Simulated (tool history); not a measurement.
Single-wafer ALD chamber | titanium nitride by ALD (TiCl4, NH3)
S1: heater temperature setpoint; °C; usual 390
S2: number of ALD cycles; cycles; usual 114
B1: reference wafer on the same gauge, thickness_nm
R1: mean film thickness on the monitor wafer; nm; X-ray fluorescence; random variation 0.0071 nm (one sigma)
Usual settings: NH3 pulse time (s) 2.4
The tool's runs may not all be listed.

{"run": 1, "hour": 0.0, "S1": 390, "S2": 114, "NH3 pulse time (s)": 2.4, "B1": 2.412, "R1": 2.793}
{"run": 2, "hour": 17.7, "S1": 390, "S2": 114, "NH3 pulse time (s)": 2.4, "B1": 2.409, "R1": 2.791}
{"run": 3, "hour": 66.9, "S1": 390, "S2": 114, "NH3 pulse time (s)": 2.4, "B1": 2.41, "R1": 2.782}
{"run": 4, "hour": 85.1, "S1": 396, "S2": 114, "NH3 pulse time (s)": 2.4, "B1": 2.409, "R1": 2.805}
{"run": 5, "hour": 120.0, "S1": 396, "S2": 114, "NH3 pulse time (s)": 2.4, "B1": 2.411, "R1": 2.809}
{"run": 6, "hour": 152.9, "S1": 396, "S2": 114, "NH3 pulse time (s)": 2.4, "B1": 2.409, "R1": 2.798}
{"run": 7, "hour": 167.3, "S1": 390, "S2": 114, "NH3 pulse time (s)": 2.4, "B1": 2.409, "R1": 2.786}
{"run": 8, "hour": 190.7, "S1": 390, "S2": 114, "NH3 pulse time (s)": 2.4, "B1": 2.411, "R1": 2.786}
{"run": 9, "hour": 208.8, "S1": 390, "S2": 114, "NH3 pulse time (s)": 2.4, "B1": 2.409, "R1": 2.8}
{"hour": 222.5, "done": "showerhead replaced"}
{"run": 10, "hour": 240.8, "S1": 390, "S2": 114, "NH3 pulse time (s)": 2.4, "B1": 2.411, "R1": 2.796}
{"run": 11, "hour": 271.8, "S1": 390, "S2": 114, "NH3 pulse time (s)": 2.4, "B1": 2.409, "R1": 2.796}
{"run": 12, "hour": 297.1, "S1": 402, "S2": 130, "NH3 pulse time (s)": 1.81, "B1": 2.41, "R1": 3.173}
{"run": 13, "hour": 315.9, "S1": 399, "S2": 106, "NH3 pulse time (s)": 2.77, "B1": 2.41, "R1": 2.641}
{"run": 14, "hour": 330.2, "S1": 390, "S2": 114, "NH3 pulse time (s)": 2.4, "B1": 2.409, "R1": 2.781}
{"run": 15, "hour": 345.5, "S1": 390, "S2": 114, "NH3 pulse time (s)": 2.4, "B1": 2.408, "R1": 2.797}
{"run": 16, "hour": 374.3, "S1": 390, "S2": 131, "NH3 pulse time (s)": 1.62, "B1": 2.409, "R1": 3.155}
{"hour": 402.7, "done": "gauge calibrated"}
{"run": 17, "hour": 403.7, "S1": 375, "S2": 114, "NH3 pulse time (s)": 3.03, "B1": 2.41, "R1": 2.78}
{"run": 18, "hour": 422.5, "S1": 390, "S2": 114, "NH3 pulse time (s)": 2.4, "B1": 2.409, "R1": 2.787}
{"run": 19, "hour": 436.4, "S1": 378, "S2": 106, "NH3 pulse time (s)": 3.2, "B1": 2.41, "R1": 2.596}
{"hour": 446.0, "done": "thermocouple changed; heater temperature recalibrated"}
{"run": 20, "hour": 463.3, "S1": 390, "S2": 114, "NH3 pulse time (s)": 2.4, "B1": 2.411, "R1": 2.788}
{"run": 21, "hour": 503.0, "S1": 390, "S2": 114, "NH3 pulse time (s)": 2.4, "B1": 2.41, "R1": 2.794}
{"run": 22, "hour": 538.0, "S1": 396, "S2": 121, "NH3 pulse time (s)": 2.81, "B1": 2.412, "R1": 2.994}
{"run": 23, "hour": 559.4, "S1": 405, "S2": 114, "NH3 pulse time (s)": 2.4, "B1": 2.41, "R1": 2.825}

Forecast each of these 3 alternatives for the next run:
{"run": "A", "hour": 560.1, "S1": 390, "S2": 114, "NH3 pulse time (s)": 2.4, "B1": "?", "R1": "?"}
{"run": "B", "hour": 560.1, "S1": 405, "S2": 122, "NH3 pulse time (s)": 2.71, "B1": "?", "R1": "?"}
{"run": "C", "hour": 560.1, "S1": 390, "S2": 114, "NH3 pulse time (s)": 2.03, "B1": "?", "R1": "?"}

run=A B1=2.412 R1=2.793
run=B B1=2.412 R1=3.03
run=C B1=2.412 R1=2.771
Without the tool's hidden state the same runs would have given:
run=A R1=2.793
run=B R1=3.03
run=C R1=2.771
